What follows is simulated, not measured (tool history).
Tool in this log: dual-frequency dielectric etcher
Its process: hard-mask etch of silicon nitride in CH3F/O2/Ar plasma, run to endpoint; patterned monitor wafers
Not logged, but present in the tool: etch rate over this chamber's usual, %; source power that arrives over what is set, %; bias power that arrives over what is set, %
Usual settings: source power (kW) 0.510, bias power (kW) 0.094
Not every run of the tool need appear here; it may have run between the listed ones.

| run | day | source power (kW) | bias power (kW) | wafers since the last listed run | hours since the last wet clean | hours since the last source power generator calibration | hours since the last bias power generator calibration | hours since the last upper electrode change | incoming incoming film thickness, nm | endpoint time (s) |
|---|---|---|---|---|---|---|---|---|---|---|
| 1 | 0.000 | 0.510 | 0.094 | 0 | 279.9 | 4613.3 | 1479.0 | 3896.9 | 50.8 | 67.2 |
| 2 | 0.588 | 0.510 | 0.094 | 140 | 294.0 | 4627.4 | 1493.1 | 3911.0 | 50.2 | 65.9 |
| 3 | 0.958 | 0.510 | 0.094 | 88 | 302.9 | 4636.3 | 1502.0 | 3919.9 | 50.6 | 67.0 |
| 4 | 1.642 | 0.510 | 0.094 | 163 | 319.3 | 4652.7 | 1518.4 | 3936.3 | 50.6 | 66.4 |
| 5 | 2.296 | 0.510 | 0.094 | 156 | 335.0 | 4668.4 | 1534.1 | 3952.0 | 50.5 | 66.4 |
|  | 2.971 | bias power generator calibrated |
| 6 | 3.046 | 0.510 | 0.094 | 139 | 353.0 | 4686.4 | 1.8 | 3970.0 | 50.7 | 65.9 |
| 7 | 3.329 | 0.510 | 0.094 | 67 | 359.8 | 4693.2 | 8.6 | 3976.8 | 50.8 | 67.0 |
| 8 | 3.892 | 0.510 | 0.094 | 134 | 373.3 | 4706.7 | 22.1 | 3990.3 | 50.5 | 66.4 |
| 9 | 4.508 | 0.600 | 0.110 | 147 | 388.1 | 4721.5 | 36.9 | 4005.1 | 50.9 | 55.9 |
| 10 | 4.892 | 0.510 | 0.094 | 91 | 397.3 | 4730.7 | 46.1 | 4014.3 | 50.8 | 66.9 |
|  | 6.021 | upper electrode replaced, of another model than before |
| 11 | 6.042 | 0.480 | 0.094 | 35 | 424.9 | 4758.3 | 73.7 | 0.5 | 50.7 | 71.0 |
| 12 | 6.058 | 0.480 | 0.094 | 3 | 425.3 | 4758.7 | 74.1 | 0.9 | 50.4 | 70.4 |
| 13 | 6.096 | 0.510 | 0.094 | 8 | 426.2 | 4759.6 | 75.0 | 1.8 | 50.6 | 66.7 |
| 14 | 6.796 | 0.630 | 0.110 | 167 | 443.0 | 4776.4 | 91.8 | 18.6 | 51.0 | 49.5 |
|  | 7.942 | wet clean of the chamber |
| 15 | 7.962 | 0.400 | 0.094 | 39 | 0.5 | 4804.4 | 119.8 | 46.6 | 51.0 | 95.2 |
| 16 | 7.975 | 0.550 | 0.084 | 2 | 0.8 | 4804.7 | 120.1 | 46.9 | 50.6 | 69.9 |
| 17 | 7.988 | 0.440 | 0.109 | 2 | 1.1 | 4805.0 | 120.4 | 47.2 | 50.9 | 72.3 |
| 18 | 8.525 | 0.610 | 0.094 | 128 | 14.0 | 4817.9 | 133.3 | 60.1 | 51.5 | 58.6 |
| 19 | 8.892 | 0.620 | 0.106 | 87 | 22.8 | 4826.7 | 142.1 | 68.9 | 50.9 | 52.5 |
| 20 | 9.179 | 0.450 | 0.094 | 68 | 29.7 | 4833.6 | 149.0 | 75.8 | 50.3 | 77.6 |

For run 21, what comes out?
| 21 | 9.850 | 0.410 | 0.094 | 160 | 45.8 | 4849.7 | 165.1 | 91.9 | 50.9 | ? |

endpoint time (s): 90.8
Minus the tool's unlogged condition, the same run would have read endpoint time (s) 91.2.
